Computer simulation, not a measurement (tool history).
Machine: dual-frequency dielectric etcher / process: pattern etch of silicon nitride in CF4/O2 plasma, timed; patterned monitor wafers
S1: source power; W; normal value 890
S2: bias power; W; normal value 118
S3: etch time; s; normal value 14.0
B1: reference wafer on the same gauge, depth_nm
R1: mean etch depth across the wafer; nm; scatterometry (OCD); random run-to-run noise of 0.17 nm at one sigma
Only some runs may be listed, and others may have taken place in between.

run	day	S1	S2	S3	B1	R1
1	0.000	1020	118	12.0	39.29	37.73
2	0.592	1020	118	12.0	39.26	37.91
3	1.117	980	118	14.0	39.29	42.68
4	1.633	980	118	14.0	39.31	43.37
# day 2.933: upper electrode replaced
# day 3.696: wet clean of the chamber
5	3.717	890	118	16.5	39.32	50.28
6	3.729	890	118	16.5	39.31	50.08
7	3.746	890	118	14.0	39.31	42.87
8	3.758	890	118	14.0	39.34	42.45
# day 3.867: gauge calibrated
# day 4.179: source power generator calibrated
9	4.325	820	118	14.0	39.26	41.16
# day 5.696: wet clean of the chamber, repeated, since the last time left the tool worse
10	5.717	890	118	14.0	39.31	39.90
11	5.729	890	118	14.0	39.26	39.96
# day 6.338: bias power generator calibrated
12	6.358	890	108	16.5	39.28	46.23
13	6.925	890	118	16.0	39.31	45.61
14	7.217	890	118	14.0	39.31	40.00
15	7.754	1000	104	14.0	39.27	41.46
16	8.150	890	118	15.0	39.29	43.16

Here are 3 independent what-if runs from the current tool condition. What would each one return?
A	8.167	890	118	14.0	?	?
B	8.167	1080	118	16.5	?	?
C	8.167	890	118	11.5	?	?

run	B1	R1
A	39.33	40.16
B	39.33	52.02
C	39.33	32.99
Had the tool no hidden state, the same runs would have come out as:
run	R1
A	40.03
B	51.85
C	32.88
